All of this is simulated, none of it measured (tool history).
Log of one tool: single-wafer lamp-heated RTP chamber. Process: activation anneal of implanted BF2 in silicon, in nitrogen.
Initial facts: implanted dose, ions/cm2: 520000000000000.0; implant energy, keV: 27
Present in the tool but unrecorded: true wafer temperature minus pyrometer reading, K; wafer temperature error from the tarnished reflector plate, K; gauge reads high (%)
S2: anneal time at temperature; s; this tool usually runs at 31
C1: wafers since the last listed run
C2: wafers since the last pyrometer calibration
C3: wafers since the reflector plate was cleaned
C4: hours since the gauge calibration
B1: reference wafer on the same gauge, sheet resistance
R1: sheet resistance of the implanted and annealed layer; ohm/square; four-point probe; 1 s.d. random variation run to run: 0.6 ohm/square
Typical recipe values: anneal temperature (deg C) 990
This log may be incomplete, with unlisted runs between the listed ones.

run 1 hour=0 | anneal_temperature_(deg_C)=968 S2=31 | C1=0 C2=366 C3=10455 C4=1015.9 | B1=266.15 | R1=267.51
run 2 hour=60.3 | anneal_temperature_(deg_C)=968 S2=31 | C1=1052 C2=1419 C3=11508 C4=1076.2 | B1=266.13 | R1=267.87
-- hour=78.7 reflector plate cleaned
run 3 hour=111.3 | anneal_temperature_(deg_C)=990 S2=31 | C1=750 C2=2169 C3=568 C4=1127.2 | B1=265.88 | R1=254.55
run 4 hour=137.4 | anneal_temperature_(deg_C)=990 S2=31 | C1=455 C2=2624 C3=1024 C4=1153.3 | B1=266.09 | R1=254.5
run 5 hour=343.8 | anneal_temperature_(deg_C)=984 S2=31 | C1=3601 C2=6226 C3=4626 C4=1359.7 | B1=266.16 | R1=258.56
run 6 hour=384.4 | anneal_temperature_(deg_C)=984 S2=31 | C1=708 C2=6935 C3=5334 C4=1400.3 | B1=265.94 | R1=257.43
-- hour=402.8 pyrometer window cleaned and pyrometer calibrated
-- hour=440.4 gauge calibrated
run 7 hour=453.9 | anneal_temperature_(deg_C)=990 S2=31 | C1=1073 C2=890 C3=6407 C4=13.5 | B1=265.84 | R1=254.82
run 8 hour=489.2 | anneal_temperature_(deg_C)=967 S2=35 | C1=616 C2=1506 C3=7023 C4=48.8 | B1=266.14 | R1=267.09
run 9 hour=521.1 | anneal_temperature_(deg_C)=967 S2=35 | C1=556 C2=2063 C3=7580 C4=80.7 | B1=265.97 | R1=265.92
run 10 hour=567.8 | anneal_temperature_(deg_C)=1007 S2=20 | C1=814 C2=2878 C3=8395 C4=127.4 | B1=265.86 | R1=252.5
run 11 hour=618.8 | anneal_temperature_(deg_C)=964 S2=41 | C1=889 C2=3768 C3=9285 C4=178.4 | B1=266.03 | R1=267.89
run 12 hour=651 | anneal_temperature_(deg_C)=1019 S2=15 | C1=561 C2=4330 C3=9847 C4=210.6 | B1=266 | R1=250.58
run 13 hour=719.4 | anneal_temperature_(deg_C)=990 S2=31 | C1=1193 C2=5524 C3=11040 C4=279 | B1=265.97 | R1=256.24
run 14 hour=789.1 | anneal_temperature_(deg_C)=970 S2=25 | C1=1216 C2=6740 C3=12257 C4=348.7 | B1=266 | R1=269.61
-- hour=801.1 reflector plate cleaned
run 15 hour=848.5 | anneal_temperature_(deg_C)=975 S2=19 | C1=896 C2=7637 C3=827 C4=408.1 | B1=266.03 | R1=267.14
-- hour=857.9 pyrometer window cleaned and pyrometer calibrated
run 16 hour=1043.9 | anneal_temperature_(deg_C)=979 S2=48 | C1=3270 C2=3245 C3=4098 C4=603.5 | B1=265.69 | R1=256.49
run 17 hour=1113.7 | anneal_temperature_(deg_C)=1005 S2=36 | C1=1218 C2=4463 C3=5316 C4=673.3 | B1=265.91 | R1=248.38
run 18 hour=1160.4 | anneal_temperature_(deg_C)=990 S2=31 | C1=814 C2=5278 C3=6131 C4=720 | B1=266.18 | R1=255.33
run 19 hour=1191.9 | anneal_temperature_(deg_C)=990 S2=31 | C1=549 C2=5828 C3=6680 C4=751.5 | B1=266.26 | R1=255.39

What differs in the tool's unlogged condition from the final listed run ahead of each entry between runs to the first listed run following it?
Between runs 2 and 3: reflector plate cleaned (hour 78.7)
  no hidden state differs between the two runs
Between runs 6 and 7: pyrometer window cleaned and pyrometer calibrated (hour 402.8); gauge calibrated (hour 440.4)
  no hidden state differs between the two runs
Between runs 14 and 15: reflector plate cleaned (hour 801.1)
  no hidden state differs between the two runs
Between runs 15 and 16: pyrometer window cleaned and pyrometer calibrated (hour 857.9)
  no hidden state differs between the two runs
